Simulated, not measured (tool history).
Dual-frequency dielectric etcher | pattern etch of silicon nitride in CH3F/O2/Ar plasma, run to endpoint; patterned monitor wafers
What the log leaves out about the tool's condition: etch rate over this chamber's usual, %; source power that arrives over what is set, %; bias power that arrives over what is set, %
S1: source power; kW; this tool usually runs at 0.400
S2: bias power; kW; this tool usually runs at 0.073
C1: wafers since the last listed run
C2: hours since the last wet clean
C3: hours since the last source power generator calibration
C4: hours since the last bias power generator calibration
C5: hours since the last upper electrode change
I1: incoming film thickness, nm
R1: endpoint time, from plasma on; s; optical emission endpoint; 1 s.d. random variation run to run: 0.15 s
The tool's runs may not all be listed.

run	hour	S1	S2	C1	C2	C3	C4	C5	I1	R1
1	0.0	0.330	0.064	0	228.7	1706.6	2730.8	2524.1	35.61	56.4
2	27.4	0.400	0.073	362	256.1	1734.0	2758.2	2551.5	35.76	51.1
3	86.3	0.400	0.069	778	315.0	1792.9	2817.1	2610.4	35.91	52.6
4	124.7	0.400	0.069	507	353.4	1831.3	2855.5	2648.8	36.10	52.5
5	154.0	0.400	0.069	387	382.7	1860.6	2884.8	2678.1	35.94	52.7
6	183.8	0.400	0.073	393	412.5	1890.4	2914.6	2707.9	35.31	50.7
7	249.7	0.400	0.073	870	478.4	1956.3	2980.5	2773.8	35.78	51.2
# hour 284.5: bias power generator calibrated
8	302.8	0.400	0.073	648	531.5	2009.4	18.3	2826.9	36.02	50.9
# hour 347.1: wet clean of the chamber
9	372.6	0.400	0.073	605	25.5	2079.2	88.1	2896.7	35.88	50.6
10	431.0	0.400	0.073	771	83.9	2137.6	146.5	2955.1	35.48	50.1
11	576.3	0.400	0.073	1920	229.2	2282.9	291.8	3100.4	35.58	49.9
12	637.8	0.400	0.073	812	290.7	2344.4	353.3	3161.9	35.63	50.2
13	672.5	0.360	0.066	458	325.4	2379.1	388.0	3196.6	35.73	53.8
14	720.6	0.360	0.073	635	373.5	2427.2	436.1	3244.7	35.97	52.6
# hour 754.9: upper electrode replaced
15	755.4	0.490	0.056	142	408.3	2462.0	470.9	0.5	35.73	51.2
16	784.8	0.400	0.061	388	437.7	2491.4	500.3	29.9	35.28	52.4
17	813.5	0.400	0.073	379	466.4	2520.1	529.0	58.6	35.99	50.8
# hour 860.8: wet clean of the chamber
18	861.3	0.400	0.079	314	0.5	2567.9	576.8	106.4	36.03	49.6
19	898.1	0.330	0.080	486	37.3	2604.7	613.6	143.2	35.52	51.6
20	966.0	0.310	0.084	897	105.2	2672.6	681.5	211.1	35.76	52.2
21	1036.6	0.400	0.073	933	175.8	2743.2	752.1	281.7	35.82	50.7
22	1103.3	0.430	0.082	881	242.5	2809.9	818.8	348.4	35.67	47.6
# hour 1228.1: source power generator calibrated
23	1243.4	0.400	0.079	1798	382.6	15.3	958.9	488.5	36.20	49.1
24	1276.2	0.400	0.086	433	415.4	48.1	991.7	521.3	35.51	47.2
25	1310.0	0.490	0.087	446	449.2	81.9	1025.5	555.1	35.91	44.5
26	1337.8	0.330	0.056	367	477.0	109.7	1053.3	582.9	35.70	57.2
# hour 1373.5: wet clean of the chamber
27	1405.7	0.490	0.090	580	32.2	177.6	1121.2	650.8	35.88	43.8
28	1433.9	0.440	0.064	372	60.4	205.8	1149.4	679.0	35.96	50.6
29	1603.0	0.400	0.086	2234	229.5	374.9	1318.5	848.1	35.63	47.1
30	1643.3	0.320	0.081	532	269.8	415.2	1358.8	888.4	35.31	51.0
31	1677.1	0.450	0.083	446	303.6	449.0	1392.6	922.2	35.82	46.4
32	1728.1	0.400	0.073	673	354.6	500.0	1443.6	973.2	36.06	50.7
33	1757.7	0.400	0.073	391	384.2	529.6	1473.2	1002.8	35.19	49.2
# hour 1844.1: wet clean of the chamber
34	1912.4	0.400	0.073	1727	68.3	684.3	1627.9	1157.5	36.06	50.9

Take each entry between the runs: how does the hidden state at the last listed run before it differ from the hidden state at the first listed run after it?
In the gap between runs 7 and 8: bias power generator calibrated (hour 284.5)
  source power that arrives over what is set, %: -5.2 -> -5.25; bias power that arrives over what is set, %: -5.85 -> 0.192
  measured result minus the result with no hidden state, R1: +1.8 -> +0.8 s
In the gap between runs 8 and 9: wet clean of the chamber (hour 347.1)
  source power that arrives over what is set, %: -5.25 -> -5.3; bias power that arrives over what is set, %: 0.192 -> 0.187
  measured result minus the result with no hidden state, R1: +0.8 -> +0.8 s
In the gap between runs 14 and 15: upper electrode replaced (hour 754.9)
  source power that arrives over what is set, %: -5.5 -> -5.52; bias power that arrives over what is set, %: 0.069 -> 0.0485
  measured result minus the result with no hidden state, R1: +0.9 -> +0.8 s
In the gap between runs 17 and 18: wet clean of the chamber (hour 860.8)
  source power that arrives over what is set, %: -5.55 -> -5.57; bias power that arrives over what is set, %: 0.0108 -> -0.0235
  measured result minus the result with no hidden state, R1: +0.8 -> +0.8 s
In the gap between runs 22 and 23: source power generator calibrated (hour 1228.1)
  source power that arrives over what is set, %: -5.67 -> 0.0589; bias power that arrives over what is set, %: -0.243 -> -0.404
  measured result minus the result with no hidden state, R1: +0.9 -> +0.1 s
In the gap between runs 26 and 27: wet clean of the chamber (hour 1373.5)
  source power that arrives over what is set, %: -0.381 -> -0.674; bias power that arrives over what is set, %: -0.527 -> -0.623
  measured result minus the result with no hidden state, R1: +0.1 -> +0.2 s
In the gap between runs 33 and 34: wet clean of the chamber (hour 1844.1)
  source power that arrives over what is set, %: -1.93 -> -2.36; bias power that arrives over what is set, %: -1.22 -> -1.53
  measured result minus the result with no hidden state, R1: +0.5 -> +0.6 s
